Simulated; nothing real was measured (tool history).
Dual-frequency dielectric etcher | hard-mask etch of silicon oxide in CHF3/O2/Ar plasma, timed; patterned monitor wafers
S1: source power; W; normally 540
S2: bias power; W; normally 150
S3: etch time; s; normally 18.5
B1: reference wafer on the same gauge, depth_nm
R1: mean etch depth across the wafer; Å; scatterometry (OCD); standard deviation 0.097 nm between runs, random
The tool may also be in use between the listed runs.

run 1 day=0.000 | S1=540 S2=150 S3=18.5 | B1=37.54 | R1=344.7
run 2 day=0.667 | S1=540 S2=150 S3=18.5 | B1=37.61 | R1=344.5
run 3 day=1.538 | S1=540 S2=150 S3=18.5 | B1=37.56 | R1=346.7
run 4 day=2.721 | S1=540 S2=150 S3=21.5 | B1=37.69 | R1=398.9
run 5 day=3.858 | S1=540 S2=150 S3=21.5 | B1=37.70 | R1=404.7
run 6 day=4.908 | S1=540 S2=150 S3=18.5 | B1=37.71 | R1=347.5
run 7 day=6.304 | S1=540 S2=150 S3=18.5 | B1=37.81 | R1=347.0
-- day=7.204 source power generator calibrated
run 8 day=7.696 | S1=540 S2=150 S3=18.5 | B1=37.81 | R1=347.5
-- day=7.871 bias power generator calibrated
-- day=8.171 gauge calibrated
run 9 day=8.196 | S1=590 S2=166 S3=15.0 | B1=37.50 | R1=302.4
-- day=9.446 wet clean of the chamber
run 10 day=9.550 | S1=450 S2=118 S3=21.0 | B1=37.54 | R1=327.6
run 11 day=10.379 | S1=540 S2=150 S3=14.5 | B1=37.54 | R1=270.6
-- day=12.004 upper electrode replaced
run 12 day=12.025 | S1=410 S2=150 S3=18.5 | B1=37.63 | R1=315.4
run 13 day=12.962 | S1=540 S2=125 S3=20.5 | B1=37.67 | R1=349.2
run 14 day=14.092 | S1=660 S2=132 S3=18.5 | B1=37.67 | R1=345.8
run 15 day=15.025 | S1=540 S2=150 S3=18.5 | B1=37.73 | R1=346.0

Forecast each of these 3 alternatives for the next run:
run A day=15.042 | S1=540 S2=150 S3=18.5 | B1=? | R1=?
run B day=15.042 | S1=670 S2=150 S3=22.5 | B1=? | R1=?
run C day=15.042 | S1=540 S2=140 S3=18.5 | B1=? | R1=?

run=A B1=37.71 R1=345.8
run=B B1=37.71 R1=452.7
run=C B1=37.71 R1=334.2
Without the tool's unlogged condition, the same runs would have read:
run=A R1=343.6
run=B R1=449.8
run=C R1=332.0

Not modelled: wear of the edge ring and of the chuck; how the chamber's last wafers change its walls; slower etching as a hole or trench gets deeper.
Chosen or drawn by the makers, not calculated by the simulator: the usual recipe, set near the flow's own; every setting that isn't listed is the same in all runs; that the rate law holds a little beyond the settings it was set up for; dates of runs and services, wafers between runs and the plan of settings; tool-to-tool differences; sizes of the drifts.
